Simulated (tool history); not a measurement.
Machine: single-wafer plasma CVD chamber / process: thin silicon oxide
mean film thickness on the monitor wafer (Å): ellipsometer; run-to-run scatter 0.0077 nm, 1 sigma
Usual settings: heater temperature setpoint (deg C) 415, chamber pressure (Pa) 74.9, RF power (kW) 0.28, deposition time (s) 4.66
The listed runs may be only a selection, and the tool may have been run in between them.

| run | hour | heater temperature setpoint (deg C) | chamber pressure (Pa) | RF power (kW) | deposition time (s) | read-back reference wafer on the same gauge, thickness_nm | mean film thickness on the monitor wafer (Å) |
|---|---|---|---|---|---|---|---|
| 1 | 0 | 415 | 74.9 | 0.28 | 4.15 | 4.941 | 48.89 |
|  | 12.4 | gauge calibrated |
| 2 | 24.5 | 415 | 74.9 | 0.28 | 4.15 | 4.94 | 48.97 |
| 3 | 57.5 | 415 | 74.9 | 0.28 | 4.15 | 4.94 | 48.99 |
| 4 | 83.3 | 425 | 74.9 | 0.28 | 4.66 | 4.94 | 54.6 |
| 5 | 99.1 | 415 | 74.9 | 0.28 | 4.66 | 4.939 | 55.01 |
| 6 | 122.2 | 415 | 74.9 | 0.28 | 4.66 | 4.939 | 54.97 |
| 7 | 145.6 | 415 | 74.9 | 0.28 | 4.66 | 4.941 | 55.11 |
| 8 | 162.7 | 415 | 74.9 | 0.25 | 4.66 | 4.94 | 52.97 |
|  | 190.6 | showerhead replaced |
| 9 | 191.1 | 405 | 62 | 0.33 | 4.66 | 4.936 | 48.32 |
|  | 209.8 | capacitance manometer re-zeroed and calibrated |
| 10 | 224.2 | 402 | 74.9 | 0.28 | 5.2 | 4.942 | 58.18 |
| 11 | 244.6 | 415 | 74.9 | 0.255 | 4.66 | 4.942 | 50.32 |
|  | 255.2 | thermocouple changed; heater temperature recalibrated |
| 12 | 262.2 | 415 | 74.9 | 0.28 | 4.66 | 4.942 | 51.82 |
|  | 273.3 | RF generator calibrated |
| 13 | 292.6 | 421 | 59.6 | 0.28 | 4.14 | 4.94 | 36.63 |

Run 14 has not been measured yet. What should we expect?
|  | 306.3 | gauge calibrated |
| 14 | 312.8 | 424 | 85.7 | 0.33 | 5.43 | ? | ? |

{"run 14": {"read-back reference wafer on the same gauge, thickness_nm": 4.941, "mean film thickness on the monitor wafer (Å)": 72.37}}
Take away the tool's hidden state, keep the run-to-run variation as it was, and the same run would have given mean film thickness on the monitor wafer (Å) 71.5.

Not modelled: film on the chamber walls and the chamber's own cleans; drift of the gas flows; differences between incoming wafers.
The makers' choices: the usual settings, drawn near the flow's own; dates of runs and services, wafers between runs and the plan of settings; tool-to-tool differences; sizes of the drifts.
